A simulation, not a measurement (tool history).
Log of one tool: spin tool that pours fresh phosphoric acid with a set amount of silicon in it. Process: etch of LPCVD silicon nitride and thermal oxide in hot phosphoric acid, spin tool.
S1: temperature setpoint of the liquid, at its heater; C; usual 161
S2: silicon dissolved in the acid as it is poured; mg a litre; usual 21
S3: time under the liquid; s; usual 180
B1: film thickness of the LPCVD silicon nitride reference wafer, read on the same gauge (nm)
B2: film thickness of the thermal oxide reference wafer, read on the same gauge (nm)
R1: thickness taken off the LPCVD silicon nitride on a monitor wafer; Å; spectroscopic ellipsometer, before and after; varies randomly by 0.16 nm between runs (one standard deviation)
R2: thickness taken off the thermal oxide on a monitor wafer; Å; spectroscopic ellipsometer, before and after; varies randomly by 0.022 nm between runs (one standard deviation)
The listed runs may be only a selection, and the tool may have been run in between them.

run,hour,S1,S2,S3,B1,B2,R1,R2
1,0,161,21,180,50.01,119.967,153.7,3.24
2,45.8,161,21,180,50,120.004,150.8,3.05
3,129.3,162.5,31.5,180,49.99,119.983,159.5,2.27
4,189.3,161,21,180,49.99,120.011,154.4,2.86
5,242.6,161,21,180,49.98,120.002,150.9,2.75
6,292.4,164,32,180,50.01,119.995,168,2.2
7,344,161,21,180,50.02,119.992,151,2.89
8,381,162,37,110,50.03,119.997,94.9,0.87
9,447.7,158.5,13.5,215,50,119.97,167.5,3.87
10,488.1,161,21,285,50,119.998,238.5,4.78
11,548,162,33.5,85,50.01,119.973,73.2,0.92
12,614.2,161,21,180,49.99,120.022,148.3,2.63
13,680.3,161,21,180,49.99,120.002,149.3,2.77
14,778.9,160,16,100,49.99,119.973,79.3,1.87
15,819,161,21,275,50.01,120.004,225.2,4.39
16,907.7,159,28,145,50,119.985,108.7,1.34
17,969,161,21,180,50.02,119.999,149.3,2.62
18,1051.3,161,21,70,49.99,120.036,57.4,0.96
19,1122.4,159.5,21,180,50,119.991,136.9,2.61
20,1178.7,161,21,180,49.99,120.001,145.4,2.69
21,1283.6,163,37,90,50.01,119.961,77.8,0.76
22,1334.5,161,21,180,50.01,120.003,146.6,2.48

Taken out of this log: 2 entries between the listed runs. Where each belongs, and how the hidden state differs across it:
Runs 8 to 9: thermometer replaced (hour 432.3)
  temperature lost on the way to the wafer (K): 1.08 -> 1.16
  the result without the hidden state subtracted from the measured one, R1: -3.5 -> -6.7 Å; R2: -0.07 -> -0.35 Å
Runs 9 to 10: gauge calibrated (hour 468.1)
  temperature lost on the way to the wafer (K): 1.16 -> 1.21
  the result without the hidden state subtracted from the measured one, R1: -6.7 -> -9.8 Å; R2: -0.35 -> -0.45 Å
